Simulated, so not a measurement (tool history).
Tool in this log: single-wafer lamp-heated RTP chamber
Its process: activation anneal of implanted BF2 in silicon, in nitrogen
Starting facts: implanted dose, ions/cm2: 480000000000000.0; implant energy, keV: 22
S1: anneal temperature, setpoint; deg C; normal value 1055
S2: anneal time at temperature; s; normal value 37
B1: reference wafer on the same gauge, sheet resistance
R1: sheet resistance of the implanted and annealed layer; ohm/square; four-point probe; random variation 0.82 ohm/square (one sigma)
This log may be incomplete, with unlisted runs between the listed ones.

run 1 day=0.000 | S1=1038 S2=37 | B1=196.13 | R1=242.76
run 2 day=2.779 | S1=1038 S2=37 | B1=196.01 | R1=241.30
-- day=4.467 pyrometer window cleaned and pyrometer calibrated
run 3 day=6.838 | S1=1038 S2=37 | B1=196.16 | R1=240.66
-- day=9.717 reflector plate cleaned
run 4 day=11.171 | S1=1071 S2=37 | B1=196.15 | R1=237.50
run 5 day=12.688 | S1=1071 S2=37 | B1=196.03 | R1=235.63
run 6 day=15.912 | S1=1071 S2=37 | B1=196.11 | R1=234.91
run 7 day=18.496 | S1=1055 S2=46 | B1=195.87 | R1=236.16
-- day=19.504 pyrometer window cleaned and pyrometer calibrated
run 8 day=22.325 | S1=1069 S2=37 | B1=195.95 | R1=235.31
run 9 day=26.250 | S1=1069 S2=37 | B1=196.11 | R1=236.42
run 10 day=29.096 | S1=1055 S2=37 | B1=196.03 | R1=238.63
run 11 day=33.088 | S1=1055 S2=37 | B1=195.98 | R1=237.81
-- day=34.533 pyrometer window cleaned and pyrometer calibrated
run 12 day=36.858 | S1=1083 S2=48 | B1=195.98 | R1=231.50
-- day=38.904 gauge calibrated
run 13 day=39.592 | S1=1069 S2=53 | B1=196.04 | R1=233.59
run 14 day=42.408 | S1=1038 S2=37 | B1=195.91 | R1=240.69
run 15 day=46.550 | S1=1065 S2=44 | B1=196.12 | R1=236.77
run 16 day=49.050 | S1=1055 S2=37 | B1=195.88 | R1=237.70
-- day=50.292 pyrometer window cleaned and pyrometer calibrated
-- day=51.983 reflector plate cleaned
run 17 day=53.504 | S1=1032 S2=37 | B1=196.23 | R1=244.00
run 18 day=55.538 | S1=1063 S2=30 | B1=195.94 | R1=239.57
run 19 day=59.004 | S1=1028 S2=49 | B1=196.21 | R1=241.24
run 20 day=61.321 | S1=1063 S2=20 | B1=196.08 | R1=241.43
-- day=65.033 pyrometer window cleaned and pyrometer calibrated
run 21 day=65.338 | S1=1073 S2=15 | B1=195.90 | R1=243.25
run 22 day=66.992 | S1=1038 S2=43 | B1=195.80 | R1=241.53
run 23 day=70.279 | S1=1071 S2=15 | B1=195.98 | R1=243.59

Here are 5 independent what-if runs from the current tool condition. What would each one return?
run A day=70.296 | S1=1055 S2=47 | B1=? | R1=?
run B day=70.296 | S1=1082 S2=45 | B1=? | R1=?
run C day=70.296 | S1=1025 S2=37 | B1=? | R1=?
run D day=70.296 | S1=1028 S2=53 | B1=? | R1=?
run E day=70.296 | S1=1055 S2=24 | B1=? | R1=?

run=A B1=196.06 R1=236.34
run=B B1=196.06 R1=232.03
run=C B1=196.06 R1=244.63
run=D B1=196.06 R1=240.24
run=E B1=196.06 R1=241.87
Take away the tool's hidden state, keep each run's random variation, and the runs would have read:
run=A R1=236.34
run=B R1=232.03
run=C R1=244.63
run=D R1=240.24
run=E R1=241.87
